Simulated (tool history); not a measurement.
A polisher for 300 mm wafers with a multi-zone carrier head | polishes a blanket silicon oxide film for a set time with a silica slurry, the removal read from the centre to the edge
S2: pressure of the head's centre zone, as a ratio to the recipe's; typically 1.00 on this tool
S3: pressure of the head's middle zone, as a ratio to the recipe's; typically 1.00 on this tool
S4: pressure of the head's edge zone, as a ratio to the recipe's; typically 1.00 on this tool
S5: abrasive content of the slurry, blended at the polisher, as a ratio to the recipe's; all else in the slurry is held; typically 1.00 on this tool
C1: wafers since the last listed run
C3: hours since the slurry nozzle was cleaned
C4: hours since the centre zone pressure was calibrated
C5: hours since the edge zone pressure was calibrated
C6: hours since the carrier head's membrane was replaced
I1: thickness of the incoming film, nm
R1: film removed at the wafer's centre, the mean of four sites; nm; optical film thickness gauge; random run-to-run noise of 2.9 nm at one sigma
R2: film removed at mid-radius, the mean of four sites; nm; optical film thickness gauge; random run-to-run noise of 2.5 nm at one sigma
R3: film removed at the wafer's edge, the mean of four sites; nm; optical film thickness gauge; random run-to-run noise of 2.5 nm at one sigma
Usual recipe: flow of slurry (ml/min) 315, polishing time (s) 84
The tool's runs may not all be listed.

run 1 hour=0.0 | flow_of_slurry_(ml/min)=315 S2=1.00 S3=1.00 S4=1.00 S5=0.80 polishing_time_(s)=103 | C1=0 wafers_polished_on_this_pad=364 C3=717.1 C4=278.2 C5=8.1 C6=48.5 | I1=817.1 | R1=285.2 R2=271.0 R3=277.2
run 2 hour=25.8 | flow_of_slurry_(ml/min)=315 S2=1.00 S3=1.00 S4=1.00 S5=0.80 polishing_time_(s)=103 | C1=180 wafers_polished_on_this_pad=545 C3=742.9 C4=304.0 C5=33.9 C6=74.3 | I1=822.9 | R1=282.1 R2=271.1 R3=276.2
run 3 hour=46.7 | flow_of_slurry_(ml/min)=315 S2=1.00 S3=1.00 S4=1.00 S5=0.80 polishing_time_(s)=103 | C1=146 wafers_polished_on_this_pad=691 C3=763.8 C4=324.9 C5=54.8 C6=95.2 | I1=809.8 | R1=280.2 R2=267.8 R3=273.7
run 4 hour=59.6 | flow_of_slurry_(ml/min)=315 S2=1.00 S3=1.00 S4=1.00 S5=1.00 polishing_time_(s)=84 | C1=90 wafers_polished_on_this_pad=782 C3=776.7 C4=337.8 C5=67.7 C6=108.1 | I1=807.6 | R1=257.3 R2=242.2 R3=243.1
-- hour=103.9 centre zone pressure recalibrated
-- hour=109.6 slurry nozzle cleaned
run 5 hour=135.6 | flow_of_slurry_(ml/min)=315 S2=1.00 S3=1.00 S4=1.00 S5=1.00 polishing_time_(s)=84 | C1=511 wafers_polished_on_this_pad=1294 C3=26.0 C4=31.7 C5=143.7 C6=184.1 | I1=821.6 | R1=225.9 R2=235.7 R3=241.7
-- hour=151.5 worn pad replaced by a new one
run 6 hour=152.7 | flow_of_slurry_(ml/min)=315 S2=1.00 S3=1.00 S4=1.00 S5=1.00 polishing_time_(s)=84 | C1=91 wafers_polished_on_this_pad=8 C3=43.1 C4=48.8 C5=160.8 C6=201.2 | I1=817.2 | R1=232.8 R2=238.7 R3=243.6
run 7 hour=171.9 | flow_of_slurry_(ml/min)=315 S2=1.00 S3=1.00 S4=1.00 S5=1.00 polishing_time_(s)=84 | C1=134 wafers_polished_on_this_pad=143 C3=62.3 C4=68.0 C5=180.0 C6=220.4 | I1=819.2 | R1=225.4 R2=239.0 R3=245.6
run 8 hour=184.9 | flow_of_slurry_(ml/min)=405 S2=1.00 S3=1.00 S4=1.00 S5=1.00 polishing_time_(s)=84 | C1=91 wafers_polished_on_this_pad=234 C3=75.3 C4=81.0 C5=193.0 C6=233.4 | I1=826.3 | R1=231.6 R2=243.7 R3=247.8
run 9 hour=207.3 | flow_of_slurry_(ml/min)=315 S2=1.00 S3=1.00 S4=1.00 S5=1.00 polishing_time_(s)=84 | C1=157 wafers_polished_on_this_pad=391 C3=97.7 C4=103.4 C5=215.4 C6=255.8 | I1=810.8 | R1=228.3 R2=241.2 R3=242.1
run 10 hour=230.2 | flow_of_slurry_(ml/min)=315 S2=1.00 S3=1.00 S4=1.03 S5=1.00 polishing_time_(s)=84 | C1=160 wafers_polished_on_this_pad=552 C3=120.6 C4=126.3 C5=238.3 C6=278.7 | I1=822.3 | R1=231.0 R2=239.8 R3=248.8
run 11 hour=258.0 | flow_of_slurry_(ml/min)=315 S2=1.00 S3=1.00 S4=1.00 S5=1.00 polishing_time_(s)=84 | C1=194 wafers_polished_on_this_pad=746 C3=148.4 C4=154.1 C5=266.1 C6=306.5 | I1=817.4 | R1=229.2 R2=236.5 R3=244.0
run 12 hour=273.9 | flow_of_slurry_(ml/min)=410 S2=1.00 S3=1.00 S4=1.00 S5=1.00 polishing_time_(s)=84 | C1=111 wafers_polished_on_this_pad=858 C3=164.3 C4=170.0 C5=282.0 C6=322.4 | I1=809.9 | R1=237.0 R2=244.1 R3=247.0
run 13 hour=308.6 | flow_of_slurry_(ml/min)=315 S2=1.00 S3=1.00 S4=1.00 S5=1.00 polishing_time_(s)=84 | C1=243 wafers_polished_on_this_pad=1101 C3=199.0 C4=204.7 C5=316.7 C6=357.1 | I1=820.8 | R1=233.6 R2=240.9 R3=239.4
-- hour=335.3 worn pad replaced by a new one
run 14 hour=387.6 | flow_of_slurry_(ml/min)=315 S2=1.00 S3=1.00 S4=1.00 S5=1.00 polishing_time_(s)=74 | C1=525 wafers_polished_on_this_pad=366 C3=278.0 C4=283.7 C5=395.7 C6=436.1 | I1=828.8 | R1=209.1 R2=211.0 R3=214.4
run 15 hour=407.3 | flow_of_slurry_(ml/min)=315 S2=1.00 S3=1.00 S4=1.00 S5=1.00 polishing_time_(s)=84 | C1=138 wafers_polished_on_this_pad=505 C3=297.7 C4=303.4 C5=415.4 C6=455.8 | I1=815.8 | R1=244.4 R2=235.2 R3=243.0
run 16 hour=435.2 | flow_of_slurry_(ml/min)=315 S2=1.00 S3=1.00 S4=1.00 S5=1.15 polishing_time_(s)=84 | C1=195 wafers_polished_on_this_pad=700 C3=325.6 C4=331.3 C5=443.3 C6=483.7 | I1=818.3 | R1=254.7 R2=250.6 R3=259.2
run 17 hour=458.2 | flow_of_slurry_(ml/min)=315 S2=0.96 S3=0.88 S4=1.08 S5=1.00 polishing_time_(s)=84 | C1=161 wafers_polished_on_this_pad=861 C3=348.6 C4=354.3 C5=466.3 C6=506.7 | I1=821.6 | R1=230.8 R2=213.4 R3=251.6
run 18 hour=490.2 | flow_of_slurry_(ml/min)=315 S2=1.00 S3=1.00 S4=1.03 S5=1.00 polishing_time_(s)=100 | C1=224 wafers_polished_on_this_pad=1086 C3=380.6 C4=386.3 C5=498.3 C6=538.7 | I1=828.6 | R1=299.7 R2=284.9 R3=295.3
-- hour=508.5 centre zone pressure recalibrated
run 19 hour=516.5 | flow_of_slurry_(ml/min)=400 S2=1.05 S3=1.00 S4=1.00 S5=1.00 polishing_time_(s)=96 | C1=170 wafers_polished_on_this_pad=1256 C3=406.9 C4=8.0 C5=524.6 C6=565.0 | I1=823.1 | R1=294.6 R2=279.6 R3=281.7
-- hour=525.4 worn pad replaced by a new one
run 20 hour=532.2 | flow_of_slurry_(ml/min)=315 S2=1.00 S3=1.00 S4=1.04 S5=1.00 polishing_time_(s)=84 | C1=82 wafers_polished_on_this_pad=47 C3=422.6 C4=23.7 C5=540.3 C6=580.7 | I1=823.8 | R1=233.0 R2=239.0 R3=247.0
run 21 hour=564.0 | flow_of_slurry_(ml/min)=215 S2=1.00 S3=1.00 S4=0.90 S5=1.00 polishing_time_(s)=84 | C1=222 wafers_polished_on_this_pad=270 C3=454.4 C4=55.5 C5=572.1 C6=612.5 | I1=831.6 | R1=225.8 R2=227.4 R3=220.7

Consider 4 possible next runs. They are alternatives, not a sequence: every one starts from the tool as it was left by run 21. What does each give?
run A hour=564.5 | flow_of_slurry_(ml/min)=315 S2=1.00 S3=1.00 S4=1.00 S5=1.00 polishing_time_(s)=84 | C1=3 wafers_polished_on_this_pad=274 C3=454.9 C4=56.0 C5=572.6 C6=613.0 | I1=822.7 | R1=? R2=? R3=?
run B hour=564.5 | flow_of_slurry_(ml/min)=315 S2=1.10 S3=0.91 S4=0.89 S5=1.00 polishing_time_(s)=62 | C1=3 wafers_polished_on_this_pad=274 C3=454.9 C4=56.0 C5=572.6 C6=613.0 | I1=822.7 | R1=? R2=? R3=?
run C hour=564.5 | flow_of_slurry_(ml/min)=315 S2=1.08 S3=1.00 S4=1.00 S5=1.10 polishing_time_(s)=109 | C1=3 wafers_polished_on_this_pad=274 C3=454.9 C4=56.0 C5=572.6 C6=613.0 | I1=822.7 | R1=? R2=? R3=?
run D hour=564.5 | flow_of_slurry_(ml/min)=315 S2=1.00 S3=1.00 S4=1.00 S5=1.10 polishing_time_(s)=84 | C1=3 wafers_polished_on_this_pad=274 C3=454.9 C4=56.0 C5=572.6 C6=613.0 | I1=822.7 | R1=? R2=? R3=?

run=A R1=232.9 R2=235.4 R3=245.4
run=B R1=189.1 R2=160.5 R3=171.7
run=C R1=338.5 R2=316.4 R3=330.0
run=D R1=241.4 R2=244.0 R3=254.3
Stripped of hidden state, with their random variation kept, the same runs would have yielded:
run=A R1=233.6 R2=235.4 R3=245.4
run=B R1=189.6 R2=160.5 R3=171.7
run=C R1=339.5 R2=316.4 R3=330.0
run=D R1=242.1 R2=244.0 R3=254.3

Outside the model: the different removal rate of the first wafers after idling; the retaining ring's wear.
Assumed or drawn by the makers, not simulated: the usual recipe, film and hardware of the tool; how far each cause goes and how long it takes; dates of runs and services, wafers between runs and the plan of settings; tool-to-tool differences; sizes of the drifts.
